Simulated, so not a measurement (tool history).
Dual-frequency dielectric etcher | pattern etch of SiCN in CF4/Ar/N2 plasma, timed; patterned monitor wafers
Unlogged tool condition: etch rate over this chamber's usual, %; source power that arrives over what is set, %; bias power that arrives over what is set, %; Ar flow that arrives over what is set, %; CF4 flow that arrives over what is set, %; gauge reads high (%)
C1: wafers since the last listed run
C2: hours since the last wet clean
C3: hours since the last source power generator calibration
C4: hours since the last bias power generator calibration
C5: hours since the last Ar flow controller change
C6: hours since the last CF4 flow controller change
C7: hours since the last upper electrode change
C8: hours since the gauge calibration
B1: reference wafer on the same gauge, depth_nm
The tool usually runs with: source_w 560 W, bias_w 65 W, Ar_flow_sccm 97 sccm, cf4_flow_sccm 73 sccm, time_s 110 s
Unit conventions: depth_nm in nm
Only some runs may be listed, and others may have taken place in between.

run 1 hour=0 | source_w=610 bias_w=65 Ar_flow_sccm=97 cf4_flow_sccm=73 time_s=86.5 | C1=0 C2=25.3 C3=3957.4 C4=2345.1 C5=843.2 C6=3983.4 C7=3730.1 C8=254.2 | B1=110 | depth_nm=89.6
run 2 hour=30.2 | source_w=610 bias_w=65 Ar_flow_sccm=97 cf4_flow_sccm=73 time_s=86.5 | C1=229 C2=55.5 C3=3987.6 C4=2375.3 C5=873.4 C6=4013.6 C7=3760.3 C8=284.4 | B1=110 | depth_nm=89.5
run 3 hour=97.5 | source_w=660 bias_w=65 Ar_flow_sccm=97 cf4_flow_sccm=73 time_s=119.5 | C1=511 C2=122.8 C3=4054.9 C4=2442.6 C5=940.7 C6=4080.9 C7=3827.6 C8=351.7 | B1=110.1 | depth_nm=133.1
run 4 hour=165.4 | source_w=660 bias_w=65 Ar_flow_sccm=97 cf4_flow_sccm=73 time_s=119.5 | C1=516 C2=190.7 C3=4122.8 C4=2510.5 C5=1008.6 C6=4148.8 C7=3895.5 C8=419.6 | B1=110 | depth_nm=132.2
run 5 hour=202.2 | source_w=560 bias_w=65 Ar_flow_sccm=97 cf4_flow_sccm=73 time_s=110 | C1=279 C2=227.5 C3=4159.6 C4=2547.3 C5=1045.4 C6=4185.6 C7=3932.3 C8=456.4 | B1=110 | depth_nm=104.8
run 6 hour=264.5 | source_w=560 bias_w=65 Ar_flow_sccm=97 cf4_flow_sccm=73 time_s=110 | C1=473 C2=289.8 C3=4221.9 C4=2609.6 C5=1107.7 C6=4247.9 C7=3994.6 C8=518.7 | B1=110.1 | depth_nm=104.9
run 7 hour=315 | source_w=560 bias_w=65 Ar_flow_sccm=97 cf4_flow_sccm=73 time_s=110 | C1=384 C2=340.3 C3=4272.4 C4=2660.1 C5=1158.2 C6=4298.4 C7=4045.1 C8=569.2 | B1=109.8 | depth_nm=104.4
-- hour=351.5 source power generator calibrated
-- hour=361.3 wet clean of the chamber
-- hour=371.2 upper electrode replaced
run 8 hour=381.4 | source_w=560 bias_w=65 Ar_flow_sccm=97 cf4_flow_sccm=73 time_s=110 | C1=325 C2=20.1 C3=29.9 C4=2726.5 C5=1224.6 C6=4364.8 C7=10.2 C8=635.6 | B1=109.9 | depth_nm=105.9
run 9 hour=452.9 | source_w=560 bias_w=65 Ar_flow_sccm=97 cf4_flow_sccm=73 time_s=110 | C1=543 C2=91.6 C3=101.4 C4=2798 C5=1296.1 C6=4436.3 C7=81.7 C8=707.1 | B1=110.1 | depth_nm=106
run 10 hour=521.8 | source_w=560 bias_w=70 Ar_flow_sccm=97 cf4_flow_sccm=73 time_s=110 | C1=524 C2=160.5 C3=170.3 C4=2866.9 C5=1365 C6=4505.2 C7=150.6 C8=776 | B1=110 | depth_nm=108.3
-- hour=619.3 Ar flow controller replaced
run 11 hour=647.5 | source_w=560 bias_w=65 Ar_flow_sccm=97 cf4_flow_sccm=55 time_s=110 | C1=910 C2=286.2 C3=296 C4=2992.6 C5=28.2 C6=4630.9 C7=276.3 C8=901.7 | B1=110.1 | depth_nm=95.3
-- hour=709.8 wet clean of the chamber
run 12 hour=710.3 | source_w=560 bias_w=65 Ar_flow_sccm=97 cf4_flow_sccm=55 time_s=110 | C1=295 C2=0.5 C3=358.8 C4=3055.4 C5=91 C6=4693.7 C7=339.1 C8=964.5 | B1=110 | depth_nm=96.7
-- hour=742.7 bias power generator calibrated
run 13 hour=757.2 | source_w=560 bias_w=65 Ar_flow_sccm=97 cf4_flow_sccm=73 time_s=88.5 | C1=326 C2=47.4 C3=405.7 C4=14.5 C5=137.9 C6=4740.6 C7=386 C8=1011.4 | B1=109.8 | depth_nm=84.2
run 14 hour=806.5 | source_w=610 bias_w=75 Ar_flow_sccm=97 cf4_flow_sccm=89 time_s=122.5 | C1=374 C2=96.7 C3=455 C4=63.8 C5=187.2 C6=4789.9 C7=435.3 C8=1060.7 | B1=109.8 | depth_nm=138.2
run 15 hour=847 | source_w=560 bias_w=65 Ar_flow_sccm=97 cf4_flow_sccm=82 time_s=110 | C1=308 C2=137.2 C3=495.5 C4=104.3 C5=227.7 C6=4830.4 C7=475.8 C8=1101.2 | B1=110.1 | depth_nm=107.1
-- hour=864 CF4 flow controller replaced
-- hour=892.8 gauge calibrated
run 16 hour=892.9 | source_w=620 bias_w=56 Ar_flow_sccm=97 cf4_flow_sccm=73 time_s=98.5 | C1=303 C2=183.1 C3=541.4 C4=150.2 C5=273.6 C6=28.9 C7=521.7 C8=0.1 | B1=110 | depth_nm=97.2
run 17 hour=954.8 | source_w=560 bias_w=61 Ar_flow_sccm=88 cf4_flow_sccm=64 time_s=130 | C1=470 C2=245 C3=603.3 C4=212.1 C5=335.5 C6=90.8 C7=583.6 C8=62 | B1=110 | depth_nm=118.8
run 18 hour=997.5 | source_w=560 bias_w=51 Ar_flow_sccm=97 cf4_flow_sccm=73 time_s=110 | C1=324 C2=287.7 C3=646 C4=254.8 C5=378.2 C6=133.5 C7=626.3 C8=104.7 | B1=110 | depth_nm=95.3
run 19 hour=1027.3 | source_w=660 bias_w=76 Ar_flow_sccm=109 cf4_flow_sccm=67 time_s=110 | C1=226 C2=317.5 C3=675.8 C4=284.6 C5=408 C6=163.3 C7=656.1 C8=134.5 | B1=110.1 | depth_nm=121.5
-- hour=1096.5 wet clean of the chamber
run 20 hour=1097 | source_w=560 bias_w=56 Ar_flow_sccm=88 cf4_flow_sccm=85 time_s=99 | C1=347 C2=0.5 C3=745.5 C4=354.3 C5=477.7 C6=233 C7=725.8 C8=204.2 | B1=110.1 | depth_nm=95.1
run 21 hour=1126.7 | source_w=560 bias_w=65 Ar_flow_sccm=97 cf4_flow_sccm=73 time_s=110 | C1=225 C2=30.2 C3=775.2 C4=384 C5=507.4 C6=262.7 C7=755.5 C8=233.9 | B1=110.1 | depth_nm=105.3

Predict each of these 4 candidate next runs independently; none follows another, all start after run 21:
run A hour=1127.1 | source_w=560 bias_w=65 Ar_flow_sccm=97 cf4_flow_sccm=73 time_s=129 | C1=3 C2=30.6 C3=775.6 C4=384.4 C5=507.8 C6=263.1 C7=755.9 C8=234.3 | B1=? | depth_nm=?
run B hour=1127.1 | source_w=560 bias_w=53 Ar_flow_sccm=97 cf4_flow_sccm=79 time_s=110 | C1=3 C2=30.6 C3=775.6 C4=384.4 C5=507.8 C6=263.1 C7=755.9 C8=234.3 | B1=? | depth_nm=?
run C hour=1127.1 | source_w=560 bias_w=65 Ar_flow_sccm=97 cf4_flow_sccm=88 time_s=98 | C1=3 C2=30.6 C3=775.6 C4=384.4 C5=507.8 C6=263.1 C7=755.9 C8=234.3 | B1=? | depth_nm=?
run D hour=1127.1 | source_w=560 bias_w=77 Ar_flow_sccm=97 cf4_flow_sccm=73 time_s=139.5 | C1=3 C2=30.6 C3=775.6 C4=384.4 C5=507.8 C6=263.1 C7=755.9 C8=234.3 | B1=? | depth_nm=?

run=A B1=110 depth_nm=123.3
run=B B1=110 depth_nm=100.3
run=C B1=110 depth_nm=97.7
run=D B1=110 depth_nm=141.4
Stripped of hidden state, with their random variation kept, the same runs would have yielded:
run=A depth_nm=123.5
run=B depth_nm=100.4
run=C depth_nm=97.9
run=D depth_nm=141.6
